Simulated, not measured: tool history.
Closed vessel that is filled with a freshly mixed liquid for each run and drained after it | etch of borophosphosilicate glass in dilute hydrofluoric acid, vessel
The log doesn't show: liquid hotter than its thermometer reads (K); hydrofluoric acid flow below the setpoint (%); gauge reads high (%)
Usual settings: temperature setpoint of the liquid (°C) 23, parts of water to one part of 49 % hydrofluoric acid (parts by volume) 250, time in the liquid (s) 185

run,hour,temperature setpoint of the liquid (°C),parts of water to one part of 49 % hydrofluoric acid (parts by volume),time in the liquid (s),wafers since the last listed run,hours since the thermometer was replaced,hours since the hydrofluoric acid flow meter was replaced,hours since the gauge calibration,"read-back film thickness of the borophosphosilicate glass reference wafer, read on the same gauge (nm)",thickness taken off the borophosphosilicate glass on a monitor wafer (nm)
1,0,23,250,185,0,2083.8,966.9,490.9,60.01,33.8
2,18.3,23,250,185,1400,2102.1,985.2,509.2,59.98,34.14
3,41.9,23,250,185,1806,2125.7,1008.8,532.8,59.97,34.05
4,64.9,23,250,185,1760,2148.7,1031.8,555.8,60.01,33.64
5,113.3,23,250,185,3704,2197.1,1080.2,604.2,60.02,34.26
6,129.4,23,250,185,1232,2213.2,1096.3,620.3,60,33.89
# hour 139.6: gauge calibrated
7,162.1,23,250,185,2502,2245.9,1129,22.5,60.03,33.6
# hour 176.1: thermometer replaced
8,194.8,23,250,185,2426,18.7,1161.7,55.2,60.02,31.85
9,214.8,23,250,185,1530,38.7,1181.7,75.2,59.96,31.57
10,246.7,23,250,185,2441,70.6,1213.6,107.1,60.02,31.45
11,284.1,23,250,185,2862,108,1251,144.5,60.02,31.72
12,310.9,23,250,185,2051,134.8,1277.8,171.3,60.02,31.86
13,334,23,250,105,1768,157.9,1300.9,194.4,60.02,17.87
14,354.3,23,250,185,1553,178.2,1321.2,214.7,60.05,31.77
15,383.6,21.5,160,105,2242,207.5,1350.5,244,59.96,29.28
16,396.9,23,250,185,1018,220.8,1363.8,257.3,60.02,31.71
17,429.2,23,280,265,2472,253.1,1396.1,289.6,60,39.23
18,443,23,290,120,1056,266.9,1409.9,303.4,60.02,16.98
19,462.7,20.5,330,185,1507,286.6,1429.6,323.1,60.02,20.19
# hour 487.7: hydrofluoric acid flow meter replaced
20,488.2,25,140,275,1875,312.1,0.5,348.6,60.01,110.18
21,521.5,23,250,185,2548,345.4,33.8,381.9,60,34.42
22,555.2,23,280,265,2579,379.1,67.5,415.6,60.02,42.4
23,579.8,18.5,165,260,1882,403.7,92.1,440.2,60.03,66.82
24,594.7,23,280,265,1140,418.6,107,455.1,59.98,42.43
25,610.9,23,250,185,1239,434.8,123.2,471.3,60.01,34.47
26,639.8,25.5,285,270,2212,463.7,152.1,500.2,60.04,46.04
27,666.9,21.5,250,185,2074,490.8,179.2,527.3,60.01,32.48
28,699.3,28,250,285,2479,523.2,211.6,559.7,60,62.94
29,725.1,19,175,255,1974,549,237.4,585.5,60,62.44
30,765.8,23,250,80,3115,589.7,278.1,626.2,60.05,14.81
31,797.2,18.5,175,255,2403,621.1,309.5,657.6,59.99,60.88
# hour 809.7: gauge calibrated
32,815.6,23,355,260,1408,639.5,327.9,5.9,59.99,30.5

Forecast each of these 4 alternatives for the next run:
A,816.3,26.5,250,185,53,640.2,328.6,6.6,?,?
B,816.3,23,250,275,53,640.2,328.6,6.6,?,?
C,816.3,21.5,145,115,53,640.2,328.6,6.6,?,?
D,816.3,23,250,230,53,640.2,328.6,6.6,?,?

run,"read-back film thickness of the borophosphosilicate glass reference wafer, read on the same gauge (nm)",thickness taken off the borophosphosilicate glass on a monitor wafer (nm)
A,60,38.86
B,60,51.08
C,60,38.93
D,60,42.72
Without the tool's hidden state the same runs would have given:
run,thickness taken off the borophosphosilicate glass on a monitor wafer (nm)
A,38.86
B,51.02
C,38.77
D,42.67
